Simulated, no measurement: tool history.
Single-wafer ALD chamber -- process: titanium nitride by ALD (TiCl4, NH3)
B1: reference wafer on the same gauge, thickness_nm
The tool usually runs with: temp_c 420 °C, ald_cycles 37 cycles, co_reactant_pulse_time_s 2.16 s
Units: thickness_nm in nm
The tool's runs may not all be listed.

{"run": 1, "hour": 0.0, "temp_c": 420, "ald_cycles": 34, "co_reactant_pulse_time_s": 2.16, "B1": 0.815, "thickness_nm": 0.682}
{"run": 2, "hour": 35.4, "temp_c": 420, "ald_cycles": 37, "co_reactant_pulse_time_s": 2.16, "B1": 0.814, "thickness_nm": 0.742}
{"run": 3, "hour": 53.0, "temp_c": 420, "ald_cycles": 37, "co_reactant_pulse_time_s": 2.16, "B1": 0.814, "thickness_nm": 0.746}
{"run": 4, "hour": 68.6, "temp_c": 420, "ald_cycles": 37, "co_reactant_pulse_time_s": 2.16, "B1": 0.814, "thickness_nm": 0.742}
{"run": 5, "hour": 99.7, "temp_c": 420, "ald_cycles": 37, "co_reactant_pulse_time_s": 2.16, "B1": 0.813, "thickness_nm": 0.737}
{"run": 6, "hour": 124.1, "temp_c": 420, "ald_cycles": 37, "co_reactant_pulse_time_s": 2.16, "B1": 0.813, "thickness_nm": 0.739}
{"run": 7, "hour": 151.9, "temp_c": 420, "ald_cycles": 37, "co_reactant_pulse_time_s": 2.16, "B1": 0.813, "thickness_nm": 0.742}
{"run": 8, "hour": 187.4, "temp_c": 420, "ald_cycles": 37, "co_reactant_pulse_time_s": 2.16, "B1": 0.813, "thickness_nm": 0.74}
{"run": 9, "hour": 213.7, "temp_c": 420, "ald_cycles": 37, "co_reactant_pulse_time_s": 2.16, "B1": 0.812, "thickness_nm": 0.74}
{"run": 10, "hour": 243.2, "temp_c": 420, "ald_cycles": 43, "co_reactant_pulse_time_s": 2.16, "B1": 0.812, "thickness_nm": 0.861}
{"run": 11, "hour": 263.7, "temp_c": 420, "ald_cycles": 43, "co_reactant_pulse_time_s": 2.16, "B1": 0.812, "thickness_nm": 0.857}
{"hour": 279.0, "done": "gauge calibrated"}
{"run": 12, "hour": 293.7, "temp_c": 420, "ald_cycles": 43, "co_reactant_pulse_time_s": 2.16, "B1": 0.832, "thickness_nm": 0.882}
{"run": 13, "hour": 311.6, "temp_c": 420, "ald_cycles": 37, "co_reactant_pulse_time_s": 2.16, "B1": 0.831, "thickness_nm": 0.757}
{"run": 14, "hour": 346.3, "temp_c": 420, "ald_cycles": 37, "co_reactant_pulse_time_s": 2.16, "B1": 0.828, "thickness_nm": 0.755}
{"run": 15, "hour": 359.1, "temp_c": 420, "ald_cycles": 37, "co_reactant_pulse_time_s": 2.16, "B1": 0.827, "thickness_nm": 0.755}
{"run": 16, "hour": 377.6, "temp_c": 408, "ald_cycles": 35, "co_reactant_pulse_time_s": 2.7, "B1": 0.826, "thickness_nm": 0.715}
{"run": 17, "hour": 410.4, "temp_c": 406, "ald_cycles": 35, "co_reactant_pulse_time_s": 1.89, "B1": 0.824, "thickness_nm": 0.701}
{"hour": 434.1, "done": "showerhead replaced"}
{"run": 18, "hour": 434.6, "temp_c": 414, "ald_cycles": 32, "co_reactant_pulse_time_s": 1.9, "B1": 0.824, "thickness_nm": 0.648}
{"run": 19, "hour": 450.1, "temp_c": 420, "ald_cycles": 32, "co_reactant_pulse_time_s": 2.16, "B1": 0.823, "thickness_nm": 0.649}
{"hour": 473.3, "done": "thermocouple changed; heater temperature recalibrated"}
{"run": 20, "hour": 473.8, "temp_c": 427, "ald_cycles": 42, "co_reactant_pulse_time_s": 1.6, "B1": 0.822, "thickness_nm": 0.849}
{"run": 21, "hour": 549.7, "temp_c": 420, "ald_cycles": 34, "co_reactant_pulse_time_s": 2.16, "B1": 0.819, "thickness_nm": 0.687}
{"run": 22, "hour": 565.6, "temp_c": 420, "ald_cycles": 37, "co_reactant_pulse_time_s": 2.16, "B1": 0.819, "thickness_nm": 0.747}
{"run": 23, "hour": 581.8, "temp_c": 412, "ald_cycles": 30, "co_reactant_pulse_time_s": 1.31, "B1": 0.819, "thickness_nm": 0.595}
{"run": 24, "hour": 600.0, "temp_c": 408, "ald_cycles": 35, "co_reactant_pulse_time_s": 2.7, "B1": 0.818, "thickness_nm": 0.704}
{"run": 25, "hour": 617.1, "temp_c": 406, "ald_cycles": 37, "co_reactant_pulse_time_s": 2.16, "B1": 0.818, "thickness_nm": 0.743}
{"run": 26, "hour": 640.1, "temp_c": 429, "ald_cycles": 40, "co_reactant_pulse_time_s": 2.72, "B1": 0.817, "thickness_nm": 0.81}
{"run": 27, "hour": 652.8, "temp_c": 427, "ald_cycles": 34, "co_reactant_pulse_time_s": 2.6, "B1": 0.817, "thickness_nm": 0.687}
{"run": 28, "hour": 678.7, "temp_c": 433, "ald_cycles": 33, "co_reactant_pulse_time_s": 2.97, "B1": 0.816, "thickness_nm": 0.666}
{"run": 29, "hour": 764.4, "temp_c": 420, "ald_cycles": 42, "co_reactant_pulse_time_s": 2.16, "B1": 0.816, "thickness_nm": 0.846}

What if the next run were any one of these 5? Each begins from the tool's condition after run 29:
{"run": "A", "hour": 764.9, "temp_c": 420, "ald_cycles": 37, "co_reactant_pulse_time_s": 1.32, "B1": "?", "thickness_nm": "?"}
{"run": "B", "hour": 764.9, "temp_c": 431, "ald_cycles": 37, "co_reactant_pulse_time_s": 2.58, "B1": "?", "thickness_nm": "?"}
{"run": "C", "hour": 764.9, "temp_c": 414, "ald_cycles": 39, "co_reactant_pulse_time_s": 3.01, "B1": "?", "thickness_nm": "?"}
{"run": "D", "hour": 764.9, "temp_c": 413, "ald_cycles": 40, "co_reactant_pulse_time_s": 1.43, "B1": "?", "thickness_nm": "?"}
{"run": "E", "hour": 764.9, "temp_c": 426, "ald_cycles": 37, "co_reactant_pulse_time_s": 2.4, "B1": "?", "thickness_nm": "?"}

run=A B1=0.815 thickness_nm=0.738
run=B B1=0.815 thickness_nm=0.748
run=C B1=0.815 thickness_nm=0.789
run=D B1=0.815 thickness_nm=0.796
run=E B1=0.815 thickness_nm=0.747
The same runs, with their run-to-run variation unchanged, on a tool lacking any hidden condition would have given:
run=A thickness_nm=0.752
run=B thickness_nm=0.762
run=C thickness_nm=0.804
run=D thickness_nm=0.811
run=E thickness_nm=0.761
